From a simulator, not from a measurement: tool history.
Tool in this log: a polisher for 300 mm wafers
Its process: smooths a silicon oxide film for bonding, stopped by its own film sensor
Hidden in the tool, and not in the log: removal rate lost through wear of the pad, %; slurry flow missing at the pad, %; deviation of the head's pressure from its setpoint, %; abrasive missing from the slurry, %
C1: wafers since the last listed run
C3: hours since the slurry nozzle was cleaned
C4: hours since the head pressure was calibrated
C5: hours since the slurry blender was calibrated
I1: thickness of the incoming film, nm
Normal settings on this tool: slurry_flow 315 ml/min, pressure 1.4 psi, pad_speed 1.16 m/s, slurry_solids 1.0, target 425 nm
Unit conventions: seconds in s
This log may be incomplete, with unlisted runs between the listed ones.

run 1 day=0.000 | slurry_flow=315 pressure=1.4 pad_speed=1.16 slurry_solids=1.0 target=425 | C1=0 wafers_polished_on_this_pad=1001 C3=406.2 C4=72.8 C5=249.4 | I1=469.7 | seconds=85.1
-- day=0.133 worn pad replaced by a new one
run 2 day=0.846 | slurry_flow=315 pressure=1.4 pad_speed=1.16 slurry_solids=1.0 target=425 | C1=205 wafers_polished_on_this_pad=205 C3=426.5 C4=93.1 C5=269.7 | I1=465.0 | seconds=75.9
run 3 day=2.121 | slurry_flow=315 pressure=1.4 pad_speed=1.16 slurry_solids=1.0 target=425 | C1=366 wafers_polished_on_this_pad=572 C3=457.1 C4=123.7 C5=300.3 | I1=469.8 | seconds=88.3
run 4 day=3.379 | slurry_flow=370 pressure=1.4 pad_speed=0.86 slurry_solids=1.0 target=425 | C1=362 wafers_polished_on_this_pad=934 C3=487.3 C4=153.9 C5=330.5 | I1=472.2 | seconds=112.0
-- day=3.908 worn pad replaced by a new one
run 5 day=4.662 | slurry_flow=370 pressure=1.4 pad_speed=0.86 slurry_solids=1.0 target=425 | C1=321 wafers_polished_on_this_pad=217 C3=518.1 C4=184.7 C5=361.3 | I1=459.3 | seconds=81.0
run 6 day=5.462 | slurry_flow=315 pressure=1.6 pad_speed=1.16 slurry_solids=1.0 target=425 | C1=230 wafers_polished_on_this_pad=447 C3=537.3 C4=203.9 C5=380.5 | I1=470.9 | seconds=83.1
run 7 day=6.529 | slurry_flow=315 pressure=1.6 pad_speed=1.16 slurry_solids=1.0 target=425 | C1=306 wafers_polished_on_this_pad=754 C3=562.9 C4=229.5 C5=406.1 | I1=477.3 | seconds=91.3
run 8 day=7.708 | slurry_flow=315 pressure=1.6 pad_speed=1.16 slurry_solids=1.0 target=425 | C1=339 wafers_polished_on_this_pad=1093 C3=591.2 C4=257.8 C5=434.4 | I1=469.7 | seconds=77.6
-- day=8.267 worn pad replaced by a new one
-- day=8.683 slurry blender recalibrated
run 9 day=8.704 | slurry_flow=315 pressure=1.4 pad_speed=1.16 slurry_solids=1.0 target=425 | C1=214 wafers_polished_on_this_pad=102 C3=615.1 C4=281.7 C5=0.5 | I1=460.4 | seconds=69.7
-- day=9.008 slurry nozzle cleaned
run 10 day=9.333 | slurry_flow=315 pressure=1.8 pad_speed=1.16 slurry_solids=1.0 target=425 | C1=169 wafers_polished_on_this_pad=271 C3=7.8 C4=296.8 C5=15.6 | I1=468.8 | seconds=68.7
-- day=9.508 head pressure recalibrated
run 11 day=10.612 | slurry_flow=205 pressure=1.8 pad_speed=1.16 slurry_solids=1.0 target=425 | C1=344 wafers_polished_on_this_pad=615 C3=38.5 C4=26.5 C5=46.3 | I1=469.3 | seconds=74.8
-- day=12.304 worn pad replaced by a new one
run 12 day=12.346 | slurry_flow=315 pressure=1.4 pad_speed=1.16 slurry_solids=1.0 target=410 | C1=450 wafers_polished_on_this_pad=12 C3=80.1 C4=68.1 C5=87.9 | I1=470.3 | seconds=116.6
run 13 day=12.883 | slurry_flow=315 pressure=1.4 pad_speed=0.94 slurry_solids=1.0 target=416 | C1=154 wafers_polished_on_this_pad=166 C3=93.0 C4=81.0 C5=100.8 | I1=460.2 | seconds=101.5
run 14 day=13.917 | slurry_flow=315 pressure=1.8 pad_speed=0.98 slurry_solids=1.0 target=425 | C1=297 wafers_polished_on_this_pad=463 C3=117.8 C4=105.8 C5=125.6 | I1=460.4 | seconds=61.9
run 15 day=15.312 | slurry_flow=315 pressure=1.4 pad_speed=1.16 slurry_solids=1.0 target=425 | C1=401 wafers_polished_on_this_pad=865 C3=151.3 C4=139.3 C5=159.1 | I1=465.8 | seconds=78.4
run 16 day=15.942 | slurry_flow=315 pressure=1.4 pad_speed=1.16 slurry_solids=1.0 target=425 | C1=181 wafers_polished_on_this_pad=1046 C3=166.4 C4=154.4 C5=174.2 | I1=462.6 | seconds=73.5
-- day=16.617 worn pad replaced by a new one
run 17 day=17.204 | slurry_flow=315 pressure=1.4 pad_speed=1.36 slurry_solids=1.0 target=439 | C1=315 wafers_polished_on_this_pad=169 C3=196.7 C4=184.7 C5=204.5 | I1=462.5 | seconds=40.4
run 18 day=18.196 | slurry_flow=315 pressure=1.4 pad_speed=1.16 slurry_solids=1.0 target=425 | C1=285 wafers_polished_on_this_pad=454 C3=220.5 C4=208.5 C5=228.3 | I1=473.9 | seconds=96.1
run 19 day=18.908 | slurry_flow=365 pressure=1.4 pad_speed=1.16 slurry_solids=0.9 target=425 | C1=205 wafers_polished_on_this_pad=659 C3=237.6 C4=225.6 C5=245.4 | I1=473.7 | seconds=98.7

Branching from run 19: 4 alternative next runs. What would each branch give?
run A day=18.925 | slurry_flow=315 pressure=1.4 pad_speed=1.16 slurry_solids=1.0 target=425 | C1=4 wafers_polished_on_this_pad=664 C3=238.0 C4=226.0 C5=245.8 | I1=474.2 | seconds=?
run B day=18.925 | slurry_flow=360 pressure=1.4 pad_speed=1.16 slurry_solids=1.1 target=425 | C1=4 wafers_polished_on_this_pad=664 C3=238.0 C4=226.0 C5=245.8 | I1=474.2 | seconds=?
run C day=18.925 | slurry_flow=315 pressure=1.4 pad_speed=1.16 slurry_solids=1.0 target=432 | C1=4 wafers_polished_on_this_pad=664 C3=238.0 C4=226.0 C5=245.8 | I1=474.2 | seconds=?
run D day=18.925 | slurry_flow=315 pressure=1.1 pad_speed=1.46 slurry_solids=0.9 target=438 | C1=4 wafers_polished_on_this_pad=664 C3=238.0 C4=226.0 C5=245.8 | I1=474.2 | seconds=?

run=A seconds=93.5
run=B seconds=88.1
run=C seconds=80.2
run=D seconds=75.1
Without the tool's unlogged condition, the same runs would have read:
run=A seconds=93.5
run=B seconds=88.1
run=C seconds=80.2
run=D seconds=75.1

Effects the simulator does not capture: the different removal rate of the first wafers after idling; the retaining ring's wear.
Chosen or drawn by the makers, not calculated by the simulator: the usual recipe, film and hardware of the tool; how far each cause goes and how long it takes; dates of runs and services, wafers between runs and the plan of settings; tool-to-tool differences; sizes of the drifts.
